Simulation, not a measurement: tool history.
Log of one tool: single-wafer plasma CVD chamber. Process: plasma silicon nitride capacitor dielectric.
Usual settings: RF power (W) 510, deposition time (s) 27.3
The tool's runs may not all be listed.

run,hour,RF power (W),deposition time (s),"read-back reference wafer on the same gauge, thickness_nm",mean film thickness on the monitor wafer (nm)
1,0.0,550,25.4,39.044,41.611
2,25.2,510,27.3,38.985,43.847
3,90.0,510,27.3,39.025,43.576
4,147.1,510,27.3,39.026,43.442
5,212.6,510,27.3,39.003,43.526
6,246.9,510,27.3,38.987,43.399
7,420.2,510,27.3,39.013,43.267
# hour 441.6: showerhead replaced
8,479.1,510,27.3,39.021,43.214
9,550.0,510,27.3,38.978,43.172
10,600.6,555,27.3,39.036,44.236
11,636.8,585,22.4,38.961,36.776
# hour 639.0: gauge calibrated
12,687.2,465,25.6,39.052,39.611
13,746.3,580,25.5,39.019,41.530
# hour 771.1: RF generator calibrated
14,863.1,550,25.7,38.956,42.313
15,931.4,510,27.3,39.022,43.741
16,963.2,610,32.0,39.028,53.554
17,1010.9,560,23.2,38.976,38.271
18,1051.5,510,27.3,39.035,43.474
19,1116.9,560,23.5,39.007,38.076
20,1167.3,570,31.5,38.985,51.814

5 ways to go on from here, each from the tool as it stands after run 20. What would each give?
A,1167.7,510,29.0,?,?
B,1167.7,430,28.8,?,?
C,1167.7,415,32.5,?,?
D,1167.7,575,31.0,?,?
E,1167.7,420,27.3,?,?

run,"read-back reference wafer on the same gauge, thickness_nm",mean film thickness on the monitor wafer (nm)
A,39.004,46.446
B,39.004,44.086
C,39.004,49.289
D,39.004,51.279
E,39.004,41.533
Without the tool's hidden state the same runs would have given:
run,mean film thickness on the monitor wafer (nm)
A,47.256
B,44.855
C,50.149
D,52.174
E,42.257
